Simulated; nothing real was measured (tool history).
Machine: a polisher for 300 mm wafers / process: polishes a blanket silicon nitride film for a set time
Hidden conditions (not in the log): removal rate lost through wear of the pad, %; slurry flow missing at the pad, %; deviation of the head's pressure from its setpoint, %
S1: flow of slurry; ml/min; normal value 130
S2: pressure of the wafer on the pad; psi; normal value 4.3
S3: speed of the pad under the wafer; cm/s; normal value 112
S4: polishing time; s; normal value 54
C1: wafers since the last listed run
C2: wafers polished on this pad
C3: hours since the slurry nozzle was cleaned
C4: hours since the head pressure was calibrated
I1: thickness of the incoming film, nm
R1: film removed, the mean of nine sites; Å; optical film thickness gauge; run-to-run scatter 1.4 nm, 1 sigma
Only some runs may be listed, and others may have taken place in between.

{"run": 1, "hour": 0.0, "S1": 130, "S2": 4.3, "S3": 112, "S4": 54, "C1": 0, "C2": 589, "C3": 424.0, "C4": 812.4, "I1": 624.5, "R1": 1023}
{"run": 2, "hour": 11.5, "S1": 130, "S2": 4.3, "S3": 112, "S4": 54, "C1": 176, "C2": 766, "C3": 435.5, "C4": 823.9, "I1": 621.1, "R1": 1026}
{"run": 3, "hour": 19.5, "S1": 130, "S2": 4.3, "S3": 112, "S4": 54, "C1": 122, "C2": 888, "C3": 443.5, "C4": 831.9, "I1": 609.8, "R1": 1023}
{"run": 4, "hour": 35.9, "S1": 130, "S2": 4.3, "S3": 112, "S4": 54, "C1": 251, "C2": 1140, "C3": 459.9, "C4": 848.3, "I1": 627.3, "R1": 1012}
{"hour": 47.6, "done": "worn pad replaced by a new one"}
{"run": 5, "hour": 48.1, "S1": 130, "S2": 4.3, "S3": 112, "S4": 54, "C1": 125, "C2": 7, "C3": 472.1, "C4": 860.5, "I1": 621.2, "R1": 1046}
{"run": 6, "hour": 56.1, "S1": 115, "S2": 4.3, "S3": 112, "S4": 54, "C1": 122, "C2": 130, "C3": 480.1, "C4": 868.5, "I1": 610.7, "R1": 996}
{"run": 7, "hour": 68.9, "S1": 115, "S2": 4.3, "S3": 112, "S4": 54, "C1": 196, "C2": 326, "C3": 492.9, "C4": 881.3, "I1": 624.9, "R1": 959}
{"run": 8, "hour": 82.4, "S1": 115, "S2": 4.3, "S3": 112, "S4": 54, "C1": 207, "C2": 533, "C3": 506.4, "C4": 894.8, "I1": 616.2, "R1": 969}
{"run": 9, "hour": 99.8, "S1": 130, "S2": 3.7, "S3": 112, "S4": 54, "C1": 266, "C2": 800, "C3": 523.8, "C4": 912.2, "I1": 611.6, "R1": 880}
{"run": 10, "hour": 111.0, "S1": 130, "S2": 3.7, "S3": 112, "S4": 54, "C1": 171, "C2": 972, "C3": 535.0, "C4": 923.4, "I1": 618.5, "R1": 876}
{"hour": 128.2, "done": "worn pad replaced by a new one"}
{"run": 11, "hour": 128.7, "S1": 130, "S2": 3.7, "S3": 112, "S4": 54, "C1": 210, "C2": 7, "C3": 552.7, "C4": 941.1, "I1": 619.6, "R1": 877}
{"run": 12, "hour": 131.0, "S1": 130, "S2": 5.2, "S3": 112, "S4": 54, "C1": 35, "C2": 42, "C3": 555.0, "C4": 943.4, "I1": 626.7, "R1": 1131}
{"hour": 140.5, "done": "slurry nozzle cleaned"}
{"run": 13, "hour": 148.0, "S1": 130, "S2": 4.3, "S3": 112, "S4": 60, "C1": 245, "C2": 288, "C3": 7.5, "C4": 960.4, "I1": 624.4, "R1": 930}
{"run": 14, "hour": 156.8, "S1": 105, "S2": 4.3, "S3": 146, "S4": 54, "C1": 135, "C2": 423, "C3": 16.3, "C4": 969.2, "I1": 624.0, "R1": 915}
{"run": 15, "hour": 171.7, "S1": 130, "S2": 3.8, "S3": 128, "S4": 38, "C1": 228, "C2": 651, "C3": 31.2, "C4": 984.1, "I1": 625.9, "R1": 613}
{"run": 16, "hour": 177.7, "S1": 130, "S2": 4.3, "S3": 112, "S4": 54, "C1": 92, "C2": 744, "C3": 37.2, "C4": 990.1, "I1": 619.2, "R1": 841}
{"run": 17, "hour": 185.5, "S1": 130, "S2": 4.3, "S3": 112, "S4": 54, "C1": 119, "C2": 863, "C3": 45.0, "C4": 997.9, "I1": 618.7, "R1": 831}
{"hour": 198.2, "done": "head pressure recalibrated"}
{"hour": 201.7, "done": "worn pad replaced by a new one"}
{"run": 18, "hour": 205.2, "S1": 150, "S2": 3.5, "S3": 124, "S4": 45, "C1": 217, "C2": 53, "C3": 64.7, "C4": 7.0, "I1": 622.0, "R1": 694}
{"run": 19, "hour": 213.3, "S1": 170, "S2": 3.2, "S3": 112, "S4": 54, "C1": 124, "C2": 177, "C3": 72.8, "C4": 15.1, "I1": 617.2, "R1": 741}
{"hour": 217.0, "done": "slurry nozzle cleaned, repeated, since the last time left the tool worse"}
{"run": 20, "hour": 224.3, "S1": 150, "S2": 2.8, "S3": 112, "S4": 45, "C1": 153, "C2": 331, "C3": 7.3, "C4": 26.1, "I1": 609.9, "R1": 695}
{"run": 21, "hour": 238.7, "S1": 130, "S2": 5.1, "S3": 112, "S4": 69, "C1": 220, "C2": 552, "C3": 21.7, "C4": 40.5, "I1": 627.9, "R1": 1552}
{"run": 22, "hour": 248.1, "S1": 115, "S2": 4.3, "S3": 112, "S4": 40, "C1": 144, "C2": 696, "C3": 31.1, "C4": 49.9, "I1": 622.0, "R1": 782}
{"run": 23, "hour": 264.9, "S1": 130, "S2": 4.3, "S3": 112, "S4": 54, "C1": 257, "C2": 954, "C3": 47.9, "C4": 66.7, "I1": 620.1, "R1": 1062}
{"hour": 286.8, "done": "worn pad replaced by a new one"}
{"run": 24, "hour": 287.3, "S1": 160, "S2": 4.3, "S3": 112, "S4": 60, "C1": 282, "C2": 7, "C3": 70.3, "C4": 89.1, "I1": 620.1, "R1": 1253}
{"run": 25, "hour": 304.7, "S1": 115, "S2": 4.3, "S3": 112, "S4": 64, "C1": 266, "C2": 274, "C3": 87.7, "C4": 106.5, "I1": 620.2, "R1": 1230}
{"run": 26, "hour": 315.8, "S1": 130, "S2": 4.3, "S3": 134, "S4": 54, "C1": 170, "C2": 444, "C3": 98.8, "C4": 117.6, "I1": 612.4, "R1": 1230}
{"run": 27, "hour": 345.0, "S1": 165, "S2": 5.2, "S3": 74, "S4": 54, "C1": 448, "C2": 892, "C3": 128.0, "C4": 146.8, "I1": 612.1, "R1": 918}

What differs in the tool's unlogged condition from the final listed run ahead of each entry between runs to the first listed run following it?
In the gap between runs 4 and 5: worn pad replaced by a new one (hour 47.6)
  slurry flow missing at the pad, %: 20.4 -> 21.4
  measured result minus the result with no hidden state, R1: -58 -> -64 Å
In the gap between runs 10 and 11: worn pad replaced by a new one (hour 128.2)
  slurry flow missing at the pad, %: 26.8 -> 28.5
  measured result minus the result with no hidden state, R1: -74 -> -81 Å
In the gap between runs 12 and 13: slurry nozzle cleaned (hour 140.5)
  slurry flow missing at the pad, %: 28.7 -> 51.5
  measured result minus the result with no hidden state, R1: -106 -> -256 Å
In the gap between runs 17 and 18: head pressure recalibrated (hour 198.2); worn pad replaced by a new one (hour 201.7)
  slurry flow missing at the pad, %: 51.7 -> 51.9
  measured result minus the result with no hidden state, R1: -230 -> -167 Å
In the gap between runs 19 and 20: slurry nozzle cleaned, repeated, since the last time left the tool worse (hour 217.0)
  slurry flow missing at the pad, %: 52 -> 1.41
  measured result minus the result with no hidden state, R1: -157 -> -2 Å
In the gap between runs 23 and 24: worn pad replaced by a new one (hour 286.8)
  slurry flow missing at the pad, %: 1.6 -> 1.83
  measured result minus the result with no hidden state, R1: -4 -> -4 Å
